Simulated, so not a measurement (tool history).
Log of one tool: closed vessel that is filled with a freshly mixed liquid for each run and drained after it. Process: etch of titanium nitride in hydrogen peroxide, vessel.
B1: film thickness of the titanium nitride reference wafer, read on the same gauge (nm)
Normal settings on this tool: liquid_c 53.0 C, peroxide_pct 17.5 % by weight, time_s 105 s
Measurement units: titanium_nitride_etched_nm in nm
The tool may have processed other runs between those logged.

{"run": 1, "hour": 0.0, "liquid_c": 50.5, "peroxide_pct": 17.5, "time_s": 105, "B1": 149.98, "titanium_nitride_etched_nm": 5.96}
{"run": 2, "hour": 27.7, "liquid_c": 50.5, "peroxide_pct": 17.5, "time_s": 105, "B1": 149.98, "titanium_nitride_etched_nm": 5.96}
{"run": 3, "hour": 45.5, "liquid_c": 53.0, "peroxide_pct": 20.5, "time_s": 105, "B1": 149.99, "titanium_nitride_etched_nm": 7.35}
{"run": 4, "hour": 65.3, "liquid_c": 53.0, "peroxide_pct": 20.5, "time_s": 105, "B1": 150.0, "titanium_nitride_etched_nm": 7.44}
{"run": 5, "hour": 77.9, "liquid_c": 53.0, "peroxide_pct": 20.5, "time_s": 105, "B1": 149.98, "titanium_nitride_etched_nm": 7.44}
{"run": 6, "hour": 99.7, "liquid_c": 53.0, "peroxide_pct": 17.5, "time_s": 105, "B1": 150.01, "titanium_nitride_etched_nm": 7.14}
{"run": 7, "hour": 129.0, "liquid_c": 53.0, "peroxide_pct": 17.5, "time_s": 105, "B1": 150.02, "titanium_nitride_etched_nm": 7.13}
{"run": 8, "hour": 146.9, "liquid_c": 53.0, "peroxide_pct": 17.5, "time_s": 105, "B1": 150.0, "titanium_nitride_etched_nm": 7.14}
{"hour": 172.8, "done": "new drum of peroxide connected"}
{"run": 9, "hour": 173.3, "liquid_c": 49.0, "peroxide_pct": 17.5, "time_s": 105, "B1": 150.01, "titanium_nitride_etched_nm": 5.31}
{"run": 10, "hour": 197.0, "liquid_c": 49.0, "peroxide_pct": 17.5, "time_s": 105, "B1": 150.01, "titanium_nitride_etched_nm": 5.35}
{"run": 11, "hour": 232.9, "liquid_c": 49.0, "peroxide_pct": 17.5, "time_s": 105, "B1": 149.99, "titanium_nitride_etched_nm": 5.32}
{"run": 12, "hour": 247.5, "liquid_c": 53.0, "peroxide_pct": 15.5, "time_s": 105, "B1": 149.99, "titanium_nitride_etched_nm": 6.94}
{"run": 13, "hour": 280.6, "liquid_c": 58.0, "peroxide_pct": 17.5, "time_s": 155, "B1": 150.0, "titanium_nitride_etched_nm": 15.01}
{"hour": 285.0, "done": "peroxide flow meter replaced"}
{"run": 14, "hour": 304.3, "liquid_c": 49.0, "peroxide_pct": 17.5, "time_s": 105, "B1": 150.01, "titanium_nitride_etched_nm": 5.19}
{"run": 15, "hour": 339.1, "liquid_c": 53.0, "peroxide_pct": 17.5, "time_s": 105, "B1": 149.99, "titanium_nitride_etched_nm": 6.92}
{"run": 16, "hour": 361.0, "liquid_c": 53.0, "peroxide_pct": 17.5, "time_s": 105, "B1": 150.0, "titanium_nitride_etched_nm": 6.97}
{"run": 17, "hour": 393.7, "liquid_c": 61.5, "peroxide_pct": 13.5, "time_s": 140, "B1": 149.99, "titanium_nitride_etched_nm": 15.85}
{"hour": 399.2, "done": "peroxide flow meter replaced, repeated, since the last time left the tool worse"}
{"run": 18, "hour": 412.5, "liquid_c": 47.5, "peroxide_pct": 15.0, "time_s": 75, "B1": 150.01, "titanium_nitride_etched_nm": 3.36}
{"run": 19, "hour": 424.6, "liquid_c": 53.0, "peroxide_pct": 17.5, "time_s": 105, "B1": 150.0, "titanium_nitride_etched_nm": 7.21}
{"hour": 450.8, "done": "thermometer replaced"}
{"run": 20, "hour": 455.7, "liquid_c": 46.0, "peroxide_pct": 22.0, "time_s": 40, "B1": 150.0, "titanium_nitride_etched_nm": 1.72}
{"hour": 474.4, "done": "gauge calibrated"}
{"run": 21, "hour": 476.6, "liquid_c": 45.5, "peroxide_pct": 17.5, "time_s": 65, "B1": 150.0, "titanium_nitride_etched_nm": 2.63}
{"run": 22, "hour": 489.3, "liquid_c": 47.5, "peroxide_pct": 21.5, "time_s": 125, "B1": 150.02, "titanium_nitride_etched_nm": 6.02}
{"run": 23, "hour": 519.2, "liquid_c": 53.0, "peroxide_pct": 15.0, "time_s": 135, "B1": 149.99, "titanium_nitride_etched_nm": 8.97}
{"run": 24, "hour": 548.6, "liquid_c": 62.5, "peroxide_pct": 17.5, "time_s": 85, "B1": 149.99, "titanium_nitride_etched_nm": 11.15}
{"run": 25, "hour": 583.9, "liquid_c": 58.5, "peroxide_pct": 17.5, "time_s": 105, "B1": 149.99, "titanium_nitride_etched_nm": 10.54}
{"run": 26, "hour": 600.4, "liquid_c": 53.0, "peroxide_pct": 17.5, "time_s": 105, "B1": 149.99, "titanium_nitride_etched_nm": 7.26}
{"run": 27, "hour": 633.3, "liquid_c": 46.5, "peroxide_pct": 20.0, "time_s": 150, "B1": 150.0, "titanium_nitride_etched_nm": 6.5}
{"hour": 655.6, "done": "new drum of peroxide connected"}
{"run": 28, "hour": 663.4, "liquid_c": 56.5, "peroxide_pct": 13.0, "time_s": 105, "B1": 149.98, "titanium_nitride_etched_nm": 8.63}
{"run": 29, "hour": 676.5, "liquid_c": 53.0, "peroxide_pct": 17.5, "time_s": 105, "B1": 150.0, "titanium_nitride_etched_nm": 7.17}

Branching from run 29: 4 alternative next runs. What would each branch give?
{"run": "A", "hour": 677.2, "liquid_c": 53.0, "peroxide_pct": 17.5, "time_s": 165, "B1": "?", "titanium_nitride_etched_nm": "?"}
{"run": "B", "hour": 677.2, "liquid_c": 45.5, "peroxide_pct": 17.5, "time_s": 105, "B1": "?", "titanium_nitride_etched_nm": "?"}
{"run": "C", "hour": 677.2, "liquid_c": 53.0, "peroxide_pct": 17.5, "time_s": 150, "B1": "?", "titanium_nitride_etched_nm": "?"}
{"run": "D", "hour": 677.2, "liquid_c": 47.0, "peroxide_pct": 19.5, "time_s": 105, "B1": "?", "titanium_nitride_etched_nm": "?"}

run=A B1=149.99 titanium_nitride_etched_nm=11.31
run=B B1=149.99 titanium_nitride_etched_nm=4.18
run=C B1=149.99 titanium_nitride_etched_nm=10.29
run=D B1=149.99 titanium_nitride_etched_nm=4.78
With the hidden condition removed and each run's random variation left untouched, the same runs would have given:
run=A titanium_nitride_etched_nm=11.41
run=B titanium_nitride_etched_nm=4.21
run=C titanium_nitride_etched_nm=10.37
run=D titanium_nitride_etched_nm=4.81
